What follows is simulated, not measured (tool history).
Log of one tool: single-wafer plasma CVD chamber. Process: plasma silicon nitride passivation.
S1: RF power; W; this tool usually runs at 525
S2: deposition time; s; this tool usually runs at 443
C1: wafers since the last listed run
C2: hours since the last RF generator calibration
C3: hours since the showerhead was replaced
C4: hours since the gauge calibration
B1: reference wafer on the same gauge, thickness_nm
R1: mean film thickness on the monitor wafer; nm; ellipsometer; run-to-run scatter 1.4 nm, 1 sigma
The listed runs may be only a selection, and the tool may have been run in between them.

run   hour   S1   S2   C1      C2      C3     C4       B1       R1
  1      0  450  491    0  1558.1  6585.4  114.3  681.511  682.482
  2   10.4  450  491   57  1568.5  6595.8  124.7  681.987  679.133
  3   26.3  450  491   87  1584.4  6611.7  140.6  681.886  680.939
  4   38.5  465  443   67  1596.6  6623.9  152.8  683.082  618.287
  5   53.7  465  443   84  1611.8  6639.1    168   681.94   618.22
  6   68.8  465  443   83  1626.9  6654.2  183.1  682.921  619.257
  7   76.9  480  443   44    1635  6662.3  191.2  682.462  625.006
  8   89.7  525  379   70  1647.8  6675.1    204   682.06  549.638
  9   96.3  525  379   36  1654.4  6681.7  210.6   681.74  548.604
 10  104.4  525  443   44  1662.5  6689.8  218.7  681.756  640.987
 11  114.8  525  443   57  1672.9  6700.2  229.1  682.677  640.809
 12    126  525  443   61  1684.1  6711.4  240.3  682.598  644.328
 13  143.6  525  443   97  1701.7    6729  257.9  682.001  639.089
 14  157.3  525  443   75  1715.4  6742.7  271.6  682.517  640.252
 15  171.6  525  443   79  1729.7    6757  285.9   681.22  640.098
 16  177.8  595  404   34  1735.9  6763.2  292.1  682.265  604.665
 17  193.1  600  443   84  1751.2  6778.5  307.4  682.677  666.014
 18  205.2  600  443   66  1763.3  6790.6  319.5  682.842  667.624
 19  216.5  560  443   62  1774.6  6801.9  330.8  681.387  653.318
 20  251.4  525  443  193  1809.5  6836.8  365.7  682.121  640.899
 21  260.1  555  376   48  1818.2  6845.5  374.4  681.337  549.946
 22  277.7  615  409   97  1835.8  6863.1    392  682.304  620.662
 23  291.4  525  443   75  1849.5  6876.8  405.7  682.201  641.532
     302.6  -- RF generator calibrated
 24  303.4  480  443   22     0.8  6888.8  417.7  681.669  626.116
 25  317.5  620  406   78    14.9  6902.9  431.8  681.789  615.062
 26  324.2  450  491   37    21.6  6909.6  438.5  682.513  683.209
 27  336.1  600  511   65    33.5  6921.5  450.4  682.404  769.799
 28  345.8  525  443   53    43.2  6931.2  460.1  681.987   641.29
       363  -- showerhead replaced
     388.5  -- gauge calibrated
 29  392.3  590  523  213    89.7    29.3    3.8  681.781  783.368
 30  404.2  555  488   65   101.6    41.2   15.7   682.63  717.512
 31  414.7  570  443   58   112.1    51.7   26.2  683.082  656.759
 32  428.3  445  493   75   125.7    65.3   39.8  680.969  679.763
 33  441.4  525  414   72   138.8    78.4   52.9  681.327  599.556
 34  455.6  565  474   78     153    92.6   67.1   681.48  700.573
 35  463.8  615  443   45   161.2   100.8   75.3  682.619   670.21
 36  475.6  455  517   65     173   112.6   87.1  681.977  717.253
 37  483.6  525  443   44     181   120.6   95.1  682.122   640.49
 38  493.3  525  443   53   190.7   130.3  104.8  682.002  639.188
 39  509.6  560  398   90     207   146.6  121.1  681.608  586.195
 40  521.6  485  355   66     219   158.6  133.1  681.519  502.847
 41  530.5  620  479   49   227.9   167.5    142  682.115  728.171
 42  542.5  445  414   66   239.9   179.5    154  681.892  571.437
 43  550.3  440  367   43   247.7   187.3  161.8  681.389   502.72

Alternative continuations, all from the tool just after run 43; predict every row:
  A  550.8  525  443   2  248.2  187.8  162.3   ?   ?
  B  550.8  490  395   2  248.2  187.8  162.3   ?   ?
  C  550.8  625  367   2  248.2  187.8  162.3   ?   ?
  D  550.8  470  443   2  248.2  187.8  162.3   ?   ?
  E  550.8  485  524   2  248.2  187.8  162.3   ?   ?

run       B1       R1
  A  681.713  641.398
  B  681.713  560.658
  C  681.713  558.833
  D  681.713   621.31
  E  681.713   741.57
Take away the tool's hidden state, keep each run's random variation, and the runs would have read:
run       R1
  A  641.398
  B  560.658
  C  558.833
  D   621.31
  E   741.57
